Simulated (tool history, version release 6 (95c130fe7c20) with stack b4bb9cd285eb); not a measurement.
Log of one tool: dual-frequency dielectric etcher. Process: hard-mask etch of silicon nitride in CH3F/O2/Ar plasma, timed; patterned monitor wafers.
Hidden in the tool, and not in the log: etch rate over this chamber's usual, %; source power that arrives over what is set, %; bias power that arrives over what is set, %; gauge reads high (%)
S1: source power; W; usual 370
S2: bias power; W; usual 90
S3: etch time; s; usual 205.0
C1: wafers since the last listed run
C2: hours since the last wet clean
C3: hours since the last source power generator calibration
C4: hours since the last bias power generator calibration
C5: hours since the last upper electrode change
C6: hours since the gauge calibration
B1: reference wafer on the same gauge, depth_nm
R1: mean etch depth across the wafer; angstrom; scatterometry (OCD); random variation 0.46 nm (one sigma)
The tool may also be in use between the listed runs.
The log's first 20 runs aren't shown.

run   hour   S1   S2     S3   C1     C2     C3     C4     C5     C6     B1    R1
 21  229.2  320  110  205.0   83  192.4  136.8  114.2  111.3  146.4  127.1  1519
 22  239.0  370   90  205.0   77  202.2  146.6  124.0  121.1  156.2  127.0  1439
 23  249.9  420   90  231.5   86  213.1  157.5  134.9  132.0  167.1  127.0  1726
 24  265.9  300   90  227.0  127  229.1  173.5  150.9  148.0  183.1  127.0  1463
 25  279.0  430   69  189.0  104  242.2  186.6  164.0  161.1  196.2  127.0  1205
 26  293.6  450   99  250.0  116  256.8  201.2  178.6  175.7  210.8  127.1  2025
 27  306.5  370   72  205.0  102  269.7  214.1  191.5  188.6  223.7  127.0  1250
 28  312.8  290   90  247.0   50  276.0  220.4  197.8  194.9  230.0  127.0  1547
 29  322.6  370  105  236.5   77  285.8  230.2  207.6  204.7  239.8  127.0  1820
 30  330.3  320  106  172.5   61  293.5  237.9  215.3  212.4  247.5  127.0  1248

Forecast each of these 4 alternatives for the next run:
  A  330.8  370  90  205.0   3  294.0  238.4  215.8  212.9  248.0   ?   ?
  B  330.8  430  90  205.0   3  294.0  238.4  215.8  212.9  248.0   ?   ?
  C  330.8  420  90  246.5   3  294.0  238.4  215.8  212.9  248.0   ?   ?
  D  330.8  390  90  205.0   3  294.0  238.4  215.8  212.9  248.0   ?   ?

run     B1    R1
  A  127.0  1440
  B  127.0  1538
  C  127.0  1830
  D  127.0  1474
Without the tool's hidden state the same runs would have given:
run    R1
  A  1473
  B  1573
  C  1872
  D  1508

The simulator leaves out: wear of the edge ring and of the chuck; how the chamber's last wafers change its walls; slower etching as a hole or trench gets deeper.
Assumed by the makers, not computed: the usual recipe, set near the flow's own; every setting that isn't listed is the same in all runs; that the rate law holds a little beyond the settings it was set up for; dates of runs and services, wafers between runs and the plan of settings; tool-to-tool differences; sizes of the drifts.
